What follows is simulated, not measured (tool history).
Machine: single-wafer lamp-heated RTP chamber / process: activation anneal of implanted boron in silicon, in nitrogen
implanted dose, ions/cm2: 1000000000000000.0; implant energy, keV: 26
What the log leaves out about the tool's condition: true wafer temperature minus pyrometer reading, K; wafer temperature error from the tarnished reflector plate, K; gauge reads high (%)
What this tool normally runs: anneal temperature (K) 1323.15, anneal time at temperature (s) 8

run	day	anneal temperature (K)	anneal time at temperature (s)	wafers since the last listed run	wafers since the last pyrometer calibration	wafers since the reflector plate was cleaned	hours since the gauge calibration	read-back reference wafer on the same gauge, sheet resistance	sheet resistance of the implanted and annealed layer (ohm/square)
1	0.000	1323.15	8	0	298	9725	81.0	114.92	114.40
2	0.700	1323.15	8	245	544	9971	97.8	114.96	114.68
3	1.371	1314.15	5	235	779	10206	113.9	115.05	115.09
4	2.004	1314.15	5	222	1002	10428	129.1	115.04	115.31
5	3.375	1323.15	8	481	1483	10910	162.0	115.01	114.82
6	4.267	1323.15	8	312	1796	11223	183.4	114.92	114.53
# day 4.812: pyrometer window cleaned and pyrometer calibrated
# day 4.838: gauge calibrated
7	5.504	1323.15	8	317	243	11540	16.0	114.92	114.65
8	6.575	1344.15	10	375	619	11916	41.7	114.98	114.37
# day 8.067: reflector plate cleaned
9	8.088	1301.15	8	413	1033	6	78.0	114.95	116.24
10	8.375	1304.15	8	100	1134	107	84.9	115.01	116.17
11	9.238	1304.15	12	302	1436	410	105.6	114.98	115.75
12	9.783	1344.15	10	191	1628	601	118.7	114.95	114.24
# day 10.483: pyrometer window cleaned and pyrometer calibrated
13	10.975	1323.15	10	301	173	903	147.3	115.02	114.68
14	12.450	1344.15	4	517	690	1420	182.7	115.03	114.75
15	13.129	1323.15	8	238	929	1659	199.0	115.00	114.91
# day 14.283: gauge calibrated
16	14.396	1349.15	11	444	1373	2103	2.7	115.11	114.03

3 options for the next run, each taken on its own from the tool as it stands now. Forecast them:
A	14.412	1323.15	4	5	1379	2109	3.1	?	?
B	14.412	1346.15	10	5	1379	2109	3.1	?	?
C	14.412	1339.15	12	5	1379	2109	3.1	?	?

run	read-back reference wafer on the same gauge, sheet resistance	sheet resistance of the implanted and annealed layer (ohm/square)
A	114.94	115.11
B	114.94	114.46
C	114.94	114.39
Stripped of hidden state, with their random variation kept, the same runs would have yielded:
run	sheet resistance of the implanted and annealed layer (ohm/square)
A	115.11
B	114.46
C	114.39
